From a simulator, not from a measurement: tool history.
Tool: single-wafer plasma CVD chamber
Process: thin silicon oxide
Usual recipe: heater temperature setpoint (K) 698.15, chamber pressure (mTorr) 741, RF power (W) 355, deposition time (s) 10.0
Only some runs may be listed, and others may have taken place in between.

run,hour,heater temperature setpoint (K),chamber pressure (mTorr),RF power (W),deposition time (s),"read-back reference wafer on the same gauge, thickness_nm",mean film thickness on the monitor wafer (Å)
1,0.0,698.15,741,400,10.0,19.983,188.55
2,11.1,704.15,741,355,10.0,19.988,179.03
# hour 19.2: RF generator calibrated
3,22.4,704.15,741,355,10.0,20.015,185.00
4,39.7,704.15,741,355,10.0,19.985,185.39
5,47.2,694.15,562,375,11.7,20.012,166.49
6,55.1,694.15,798,330,10.0,19.977,193.90
# hour 63.8: capacitance manometer re-zeroed and calibrated
7,67.3,698.15,741,355,10.0,20.020,185.19
# hour 75.4: gauge calibrated
8,83.0,698.15,897,300,10.0,19.997,206.44
9,96.6,698.15,741,355,10.0,19.988,183.71
10,117.2,690.15,893,355,12.0,19.979,265.05
11,128.1,698.15,741,355,10.0,20.017,185.71
12,141.5,710.15,634,325,8.3,19.981,126.63
13,158.4,698.15,588,355,10.8,19.981,155.77
# hour 175.4: showerhead replaced
# hour 183.5: thermocouple changed; heater temperature recalibrated
14,184.0,698.15,741,315,8.9,19.960,157.08
15,184.3,698.15,741,355,10.0,20.028,185.11
16,185.4,694.15,880,375,10.0,20.001,221.08
17,197.8,684.15,826,355,10.0,20.002,206.50
18,225.3,698.15,741,395,8.3,20.007,159.41
19,232.7,698.15,741,355,10.0,20.012,184.18
20,267.8,708.15,741,355,8.6,20.050,158.35
21,277.3,708.15,646,295,8.9,20.032,131.33
22,290.8,702.15,741,355,10.0,19.984,182.95
23,305.8,698.15,741,305,8.0,20.000,139.37
24,322.4,708.15,838,410,9.0,19.975,195.44
25,334.6,709.15,741,355,10.0,19.987,183.21
26,343.3,684.15,572,400,10.0,19.984,148.00
27,355.5,693.15,741,295,11.4,20.014,196.06
28,371.6,703.15,894,330,8.0,19.988,169.38

How would selected steps in mean film thickness on the monitor wafer (Å) from run to run divide? Give the signed amount a tool lacking its hidden state would still show from settings, what came in and random variation, and the signed amount left for the hidden state, including any gauge scatter that is not in both of the compared results.
What the log doesn't record here: wafer temperature above the value expected at the setpoint (K); delivered RF power above the setpoint (%); true pressure above the setpoint (%); gauge reads high (%).
Run 2 -> 3: RF generator calibrated. mean film thickness on the monitor wafer (Å) +5.97: hidden state +5.81, all else +0.16.
Run 9 -> 10: heater temperature setpoint (K) 698.15 -> 690.15, chamber pressure (mTorr) 741 -> 893, deposition time (s) 10.0 -> 12.0. mean film thickness on the monitor wafer (Å) +81.34: hidden state -0.57, all else +81.91.
Run 10 -> 11: heater temperature setpoint (K) 690.15 -> 698.15, chamber pressure (mTorr) 893 -> 741, deposition time (s) 12.0 -> 10.0. mean film thickness on the monitor wafer (Å) -79.34: hidden state +0.39, all else -79.73.
Run 26 -> 27: heater temperature setpoint (K) 684.15 -> 693.15, chamber pressure (mTorr) 572 -> 741, RF power (W) 400 -> 295, deposition time (s) 10.0 -> 11.4. mean film thickness on the monitor wafer (Å) +48.06: hidden state -0.97, all else +49.03.
